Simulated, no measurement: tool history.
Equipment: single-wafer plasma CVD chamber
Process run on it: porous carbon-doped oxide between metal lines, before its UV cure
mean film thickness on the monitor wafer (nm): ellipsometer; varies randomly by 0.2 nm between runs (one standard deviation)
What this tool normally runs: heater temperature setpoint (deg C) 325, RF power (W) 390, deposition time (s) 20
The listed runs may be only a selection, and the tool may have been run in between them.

| run | day | heater temperature setpoint (deg C) | RF power (W) | deposition time (s) | read-back reference wafer on the same gauge, thickness_nm | mean film thickness on the monitor wafer (nm) |
|---|---|---|---|---|---|---|
| 1 | 0 | 325 | 390 | 17.6 | 95.465 | 66.176 |
| 2 | 0.967 | 325 | 390 | 20 | 95.512 | 74.653 |
| 3 | 1.567 | 325 | 390 | 20 | 95.51 | 74.918 |
| 4 | 2.396 | 325 | 390 | 20 | 95.583 | 74.537 |
| 5 | 3.329 | 325 | 390 | 20 | 95.582 | 74.757 |
| 6 | 3.9 | 325 | 390 | 20 | 95.582 | 74.656 |
| 7 | 5.154 | 325 | 390 | 20 | 95.468 | 74.603 |
| 8 | 6.617 | 325 | 390 | 20 | 95.545 | 74.538 |
| 9 | 7.983 | 325 | 390 | 20 | 95.487 | 74.091 |
|  | 9.712 | thermocouple changed; heater temperature recalibrated |
| 10 | 9.733 | 325 | 390 | 20 | 95.465 | 77.087 |
| 11 | 10.046 | 325 | 390 | 20 | 95.447 | 76.807 |
| 12 | 10.662 | 320 | 390 | 20 | 95.492 | 79.103 |
| 13 | 11.988 | 320 | 390 | 20 | 95.45 | 79.336 |
|  | 12.312 | gauge calibrated |
| 14 | 13.404 | 325 | 390 | 18.7 | 95.552 | 71.843 |
| 15 | 14.088 | 325 | 390 | 20 | 95.466 | 76.821 |
| 16 | 14.871 | 321 | 345 | 20 | 95.365 | 71.067 |
|  | 15.888 | showerhead replaced |
| 17 | 15.912 | 321 | 345 | 20 | 95.496 | 71.158 |
| 18 | 17.088 | 330 | 325 | 16.1 | 95.462 | 52.381 |
| 19 | 18.212 | 325 | 390 | 20 | 95.463 | 76.662 |
| 20 | 19.475 | 316 | 450 | 16.6 | 95.488 | 75.391 |
| 21 | 20.283 | 325 | 445 | 20 | 95.476 | 85.07 |
| 22 | 21.121 | 325 | 390 | 20 | 95.509 | 77.107 |
|  | 22.058 | RF generator calibrated |
| 23 | 22.604 | 325 | 390 | 20 | 95.532 | 80.696 |
| 24 | 23.917 | 325 | 390 | 18.2 | 95.607 | 73.758 |
| 25 | 25.967 | 339 | 450 | 21.6 | 95.51 | 89.698 |
| 26 | 26.575 | 325 | 435 | 20 | 95.566 | 87.085 |
| 27 | 27.3 | 325 | 390 | 20 | 95.503 | 80.205 |
| 28 | 27.821 | 331 | 390 | 20 | 95.512 | 77.325 |
| 29 | 29.925 | 325 | 390 | 20 | 95.434 | 79.68 |
| 30 | 31.012 | 325 | 465 | 20 | 95.539 | 90.819 |
| 31 | 32.138 | 333 | 415 | 22.8 | 95.6 | 90.483 |
| 32 | 33.542 | 318 | 410 | 20 | 95.507 | 85.5 |
| 33 | 34.288 | 325 | 390 | 20 | 95.608 | 78.961 |

5 ways to go on from here, each from the tool as it stands after run 33. What would each give?
| A | 34.304 | 325 | 390 | 21.5 | ? | ? |
| B | 34.304 | 325 | 440 | 20 | ? | ? |
| C | 34.304 | 325 | 355 | 20 | ? | ? |
| D | 34.304 | 321 | 460 | 22.7 | ? | ? |
| E | 34.304 | 313 | 315 | 18.8 | ? | ? |

| run | read-back reference wafer on the same gauge, thickness_nm | mean film thickness on the monitor wafer (nm) |
|---|---|---|
| A | 95.505 | 84.724 |
| B | 95.505 | 86.765 |
| C | 95.505 | 73.294 |
| D | 95.505 | 103.778 |
| E | 95.505 | 67.224 |
Without the tool's unlogged condition, the same runs would have read:
| run | mean film thickness on the monitor wafer (nm) |
|---|---|
| A | 87.372 |
| B | 89.44 |
| C | 75.613 |
| D | 106.877 |
| E | 69.428 |
